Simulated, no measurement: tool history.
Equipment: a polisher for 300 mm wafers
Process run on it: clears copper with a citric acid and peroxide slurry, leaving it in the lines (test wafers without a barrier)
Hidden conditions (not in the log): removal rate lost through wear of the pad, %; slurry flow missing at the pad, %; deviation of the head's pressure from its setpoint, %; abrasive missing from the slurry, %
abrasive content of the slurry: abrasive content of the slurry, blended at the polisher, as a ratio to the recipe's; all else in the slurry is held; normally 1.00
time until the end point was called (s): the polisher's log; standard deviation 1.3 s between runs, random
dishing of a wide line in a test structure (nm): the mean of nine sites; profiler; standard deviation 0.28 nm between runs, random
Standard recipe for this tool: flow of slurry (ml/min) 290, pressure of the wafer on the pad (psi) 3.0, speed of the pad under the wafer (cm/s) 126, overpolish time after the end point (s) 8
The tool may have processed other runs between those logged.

| run | day | flow of slurry (ml/min) | pressure of the wafer on the pad (psi) | speed of the pad under the wafer (cm/s) | abrasive content of the slurry | overpolish time after the end point (s) | wafers since the last listed run | wafers polished on this pad | hours since the slurry nozzle was cleaned | hours since the head pressure was calibrated | hours since the slurry blender was calibrated | incoming thickness of the incoming film, nm | time until the end point was called (s) | dishing of a wide line in a test structure (nm) |
|---|---|---|---|---|---|---|---|---|---|---|---|---|---|---|
| 1 | 0.000 | 290 | 3.0 | 126 | 1.00 | 8 | 0 | 1665 | 186.4 | 414.4 | 254.1 | 311.9 | 119.7 | 13.6 |
|  | 0.108 | slurry blender recalibrated |
|  | 0.879 | head pressure recalibrated |
| 2 | 1.138 | 290 | 3.0 | 126 | 1.00 | 8 | 168 | 1833 | 213.7 | 6.2 | 24.7 | 312.1 | 109.5 | 14.9 |
|  | 1.317 | worn pad replaced by a new one |
| 3 | 1.721 | 290 | 3.0 | 126 | 1.00 | 8 | 72 | 70 | 227.7 | 20.2 | 38.7 | 313.6 | 94.8 | 17.2 |
| 4 | 2.475 | 290 | 3.0 | 126 | 0.90 | 8 | 130 | 201 | 245.8 | 38.3 | 56.8 | 309.5 | 100.8 | 15.6 |
| 5 | 3.067 | 290 | 3.0 | 126 | 1.00 | 8 | 102 | 303 | 260.0 | 52.5 | 71.0 | 309.2 | 100.0 | 15.8 |
| 6 | 3.854 | 290 | 3.0 | 112 | 1.00 | 4 | 136 | 440 | 278.9 | 71.4 | 89.9 | 304.4 | 113.4 | 7.0 |
| 7 | 4.550 | 215 | 3.5 | 126 | 1.00 | 10 | 120 | 561 | 295.6 | 88.1 | 106.6 | 306.0 | 90.8 | 21.3 |
| 8 | 5.571 | 290 | 3.0 | 126 | 1.00 | 8 | 177 | 738 | 320.1 | 112.6 | 131.1 | 310.8 | 108.3 | 14.4 |
| 9 | 6.942 | 290 | 2.2 | 126 | 1.00 | 8 | 237 | 976 | 353.0 | 145.5 | 164.0 | 310.3 | 145.6 | 10.9 |
| 10 | 7.654 | 290 | 3.0 | 126 | 1.00 | 8 | 123 | 1099 | 370.1 | 162.6 | 181.1 | 311.7 | 111.0 | 14.3 |
| 11 | 8.971 | 290 | 3.0 | 94 | 1.00 | 8 | 228 | 1328 | 401.7 | 194.2 | 212.7 | 311.9 | 148.4 | 10.8 |
|  | 9.296 | slurry blender recalibrated |
|  | 10.146 | worn pad replaced by a new one |
| 12 | 10.312 | 385 | 3.8 | 126 | 0.90 | 8 | 189 | 28 | 433.9 | 226.4 | 24.4 | 311.3 | 75.4 | 21.4 |
| 13 | 11.371 | 290 | 3.0 | 126 | 1.00 | 8 | 183 | 212 | 459.3 | 251.8 | 49.8 | 309.5 | 98.3 | 15.8 |
| 14 | 12.021 | 290 | 3.0 | 126 | 1.00 | 8 | 112 | 325 | 474.9 | 267.4 | 65.4 | 311.0 | 100.8 | 15.6 |
| 15 | 13.129 | 290 | 3.0 | 126 | 1.00 | 12 | 192 | 517 | 501.5 | 294.0 | 92.0 | 306.2 | 105.7 | 22.5 |
| 16 | 13.842 | 290 | 3.0 | 126 | 1.00 | 8 | 123 | 641 | 518.6 | 311.1 | 109.1 | 309.7 | 106.6 | 14.9 |
| 17 | 14.829 | 290 | 3.0 | 126 | 1.00 | 8 | 171 | 812 | 542.3 | 334.8 | 132.8 | 310.4 | 107.2 | 14.7 |
|  | 15.604 | slurry nozzle cleaned |
| 18 | 15.817 | 215 | 3.0 | 126 | 1.00 | 8 | 164 | 976 | 5.1 | 358.5 | 156.5 | 309.5 | 113.4 | 14.1 |
| 19 | 16.750 | 230 | 3.5 | 126 | 1.15 | 12 | 161 | 1138 | 27.5 | 380.9 | 178.9 | 316.0 | 98.4 | 24.1 |
|  | 17.775 | slurry blender recalibrated |
| 20 | 17.796 | 340 | 3.3 | 126 | 1.30 | 8 | 167 | 1305 | 52.6 | 406.0 | 0.5 | 310.5 | 90.6 | 17.7 |
| 21 | 19.196 | 290 | 2.5 | 126 | 1.00 | 8 | 242 | 1548 | 86.2 | 439.6 | 34.1 | 303.0 | 123.5 | 12.9 |
|  | 20.121 | head pressure recalibrated |
|  | 20.717 | worn pad replaced by a new one |
| 22 | 21.167 | 290 | 3.0 | 126 | 1.00 | 8 | 298 | 78 | 133.5 | 25.1 | 81.4 | 308.0 | 95.5 | 16.8 |
| 23 | 22.267 | 290 | 2.4 | 110 | 1.00 | 8 | 190 | 269 | 159.9 | 51.5 | 107.8 | 315.9 | 147.4 | 11.0 |
| 24 | 23.650 | 290 | 3.0 | 126 | 1.00 | 8 | 240 | 509 | 193.1 | 84.7 | 141.0 | 305.7 | 102.2 | 15.0 |
| 25 | 24.725 | 290 | 3.0 | 154 | 1.00 | 8 | 186 | 695 | 218.9 | 110.5 | 166.8 | 309.4 | 90.1 | 17.8 |
| 26 | 25.775 | 290 | 3.0 | 126 | 1.00 | 8 | 182 | 877 | 244.1 | 135.7 | 192.0 | 311.4 | 112.4 | 14.6 |
|  | 26.317 | slurry blender recalibrated |
| 27 | 26.346 | 290 | 2.3 | 148 | 0.70 | 11 | 84 | 962 | 257.8 | 149.4 | 0.7 | 309.0 | 120.3 | 17.2 |
| 28 | 27.142 | 290 | 3.5 | 110 | 1.00 | 3 | 138 | 1100 | 276.9 | 168.5 | 19.8 | 308.6 | 101.7 | 5.9 |

Had the tool no unlogged condition, and each run kept its random variation, what would the results have been?
| run | time until the end point was called (s) | dishing of a wide line in a test structure (nm) |
|---|---|---|
| 1 | 93.7 | 17.2 |
| 2 | 94.1 | 17.2 |
| 3 | 91.8 | 17.7 |
| 4 | 94.7 | 16.6 |
| 5 | 91.9 | 17.1 |
| 6 | 101.8 | 7.7 |
| 7 | 80.0 | 24.0 |
| 8 | 93.2 | 16.6 |
| 9 | 122.1 | 12.8 |
| 10 | 91.9 | 17.1 |
| 11 | 120.3 | 13.2 |
| 12 | 73.1 | 22.1 |
| 13 | 91.3 | 17.0 |
| 14 | 91.5 | 17.1 |
| 15 | 92.9 | 25.3 |
| 16 | 92.1 | 17.1 |
| 17 | 90.6 | 17.3 |
| 18 | 94.1 | 16.9 |
| 19 | 80.2 | 29.1 |
| 20 | 79.2 | 20.1 |
| 21 | 106.3 | 14.9 |
| 22 | 91.0 | 17.6 |
| 23 | 134.4 | 12.0 |
| 24 | 89.3 | 17.0 |
| 25 | 76.7 | 20.7 |
| 26 | 93.6 | 17.4 |
| 27 | 107.0 | 19.2 |
| 28 | 89.3 | 6.7 |
